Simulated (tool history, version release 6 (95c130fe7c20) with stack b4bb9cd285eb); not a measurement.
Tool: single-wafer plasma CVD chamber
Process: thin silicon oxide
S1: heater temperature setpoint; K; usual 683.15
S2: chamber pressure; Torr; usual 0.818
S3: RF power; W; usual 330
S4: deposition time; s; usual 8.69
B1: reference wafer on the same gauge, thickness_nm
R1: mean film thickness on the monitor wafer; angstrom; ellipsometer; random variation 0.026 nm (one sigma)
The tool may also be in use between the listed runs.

run,hour,S1,S2,S3,S4,B1,R1
1,0.0,683.15,0.818,330,8.69,14.305,156.34
2,6.9,683.15,0.818,330,8.69,14.295,155.60
3,13.5,683.15,0.818,330,8.69,14.302,155.46
4,21.3,683.15,0.818,330,8.69,14.299,155.73
5,33.3,683.15,0.818,295,8.69,14.302,150.45
6,49.7,683.15,0.818,330,8.69,14.302,155.54
7,59.8,683.15,0.818,330,8.69,14.298,154.99
8,75.2,683.15,0.818,330,8.69,14.300,154.94
9,81.6,683.15,0.818,330,8.69,14.302,155.14
10,91.1,683.15,0.818,330,8.69,14.307,155.03
11,108.6,683.15,0.818,330,8.69,14.303,155.09
12,123.9,683.15,0.818,330,8.69,14.301,154.93
13,131.5,683.15,0.818,330,8.69,14.296,154.57
14,143.8,683.15,0.818,330,8.69,14.303,154.72
# hour 146.8: gauge calibrated
15,151.3,695.15,0.818,330,8.69,14.300,153.58
16,160.9,694.15,0.954,330,10.04,14.293,205.16
# hour 172.1: thermocouple changed; heater temperature recalibrated
17,172.6,696.15,0.696,395,7.47,14.302,115.91
18,183.1,683.15,0.818,330,8.69,14.299,153.97
19,191.6,683.15,0.818,330,8.69,14.299,154.30
# hour 199.8: capacitance manometer re-zeroed and calibrated
20,200.3,676.15,0.944,330,7.37,14.297,160.15
# hour 220.1: RF generator calibrated
21,220.6,683.15,0.818,355,8.14,14.300,162.07
22,231.4,690.15,0.818,330,8.69,14.302,168.88
23,245.2,683.15,0.818,330,8.69,14.294,168.74
24,259.1,683.15,0.818,265,8.13,14.297,148.33
# hour 270.4: showerhead replaced
25,270.9,683.15,0.818,330,8.69,14.296,168.92
26,280.3,671.15,0.900,280,9.51,14.298,193.45
27,291.4,673.15,0.683,285,9.91,14.310,152.56
28,342.2,683.15,0.991,330,8.69,14.301,200.50
29,349.7,669.15,0.649,280,7.98,14.299,115.47

Forecast each of these 3 alternatives for the next run:
A,350.1,683.15,0.818,330,8.69,?,?
B,350.1,689.15,0.818,330,8.25,?,?
C,350.1,689.15,0.742,375,10.30,?,?

run,B1,R1
A,14.306,168.60
B,14.306,159.54
C,14.306,186.69
Without the tool's hidden state the same runs would have given:
run,R1
A,172.19
B,162.93
C,190.94
